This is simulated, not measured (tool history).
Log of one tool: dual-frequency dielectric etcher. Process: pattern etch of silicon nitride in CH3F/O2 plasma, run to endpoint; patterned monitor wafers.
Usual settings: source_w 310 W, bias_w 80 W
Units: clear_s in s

run,day,source_w,bias_w,wafers since the last listed run,hours since the last wet clean,hours since the last source power generator calibration,hours since the last bias power generator calibration,hours since the last upper electrode change,"incoming incoming film thickness, nm",clear_s
1,0,310,95,0,133.7,3497.3,2718.8,2419.3,57,59.8
2,0.858,310,95,88,154.3,3517.9,2739.4,2439.9,56.5,59.1
3,1.533,310,95,69,170.5,3534.1,2755.6,2456.1,56.9,59
4,2.825,310,87,133,201.5,3565.1,2786.6,2487.1,56.6,61
5,3.721,310,87,92,223,3586.6,2808.1,2508.6,56.1,60.1
6,4.65,310,87,96,245.3,3608.9,2830.4,2530.9,56.7,60.1
7,5.496,310,80,87,265.6,3629.2,2850.7,2551.2,56.6,62.8
8,6.517,310,80,105,290.1,3653.7,2875.2,2575.7,56.2,62.1
9,7.912,280,80,144,323.6,3687.2,2908.7,2609.2,56.3,66.2
# day 8.754: source power generator calibrated
10,8.775,310,80,71,344.3,0.5,2929.4,2629.9,56.3,61.5
11,9.725,310,80,98,367.1,23.3,2952.2,2652.7,56.3,61.5
12,10.996,310,80,131,397.6,53.8,2982.7,2683.2,56.3,61.1
13,11.904,310,80,93,419.4,75.6,3004.5,2705,56.4,61.1
# day 12.946: upper electrode replaced
14,12.967,290,60,6,444.9,101.1,3030,0.5,56.4,72
# day 13.188: bias power generator calibrated
15,13.508,270,63,38,457.9,114.1,7.7,13.5,56.6,73.2
16,14.275,290,92,79,476.3,132.5,26.1,31.9,56.8,60.7
# day 15.6: wet clean of the chamber
17,18.042,370,98,285,58.6,222.9,116.5,122.3,55.7,53
18,19.267,360,80,126,88,252.3,145.9,151.7,56.1,58.6
19,20.112,250,64,87,108.3,272.6,166.2,172,56.8,80.3
20,20.658,310,87,56,121.4,285.7,179.3,185.1,56.6,61.7
21,21.258,350,67,62,135.8,300.1,193.7,199.5,56.9,63.9
22,22.521,350,98,130,166.1,330.4,224,229.8,56.6,54.4
23,23.942,310,80,146,200.2,364.5,258.1,263.9,56.7,63.1
24,24.904,310,80,99,223.3,387.6,281.2,287,56.5,62.8
25,25.654,310,80,77,241.3,405.6,299.2,305,56.8,62.6

Forecast each of these 3 alternatives for the next run:
A,25.675,310,80,2,241.8,406.1,299.7,305.5,56.2,?
B,25.675,360,88,2,241.8,406.1,299.7,305.5,56.2,?
C,25.675,280,94,2,241.8,406.1,299.7,305.5,56.2,?

run,clear_s
A,62.5
B,55.3
C,62.4
Without the tool's hidden state the same runs would have given:
run,clear_s
A,64
B,56.6
C,63.8
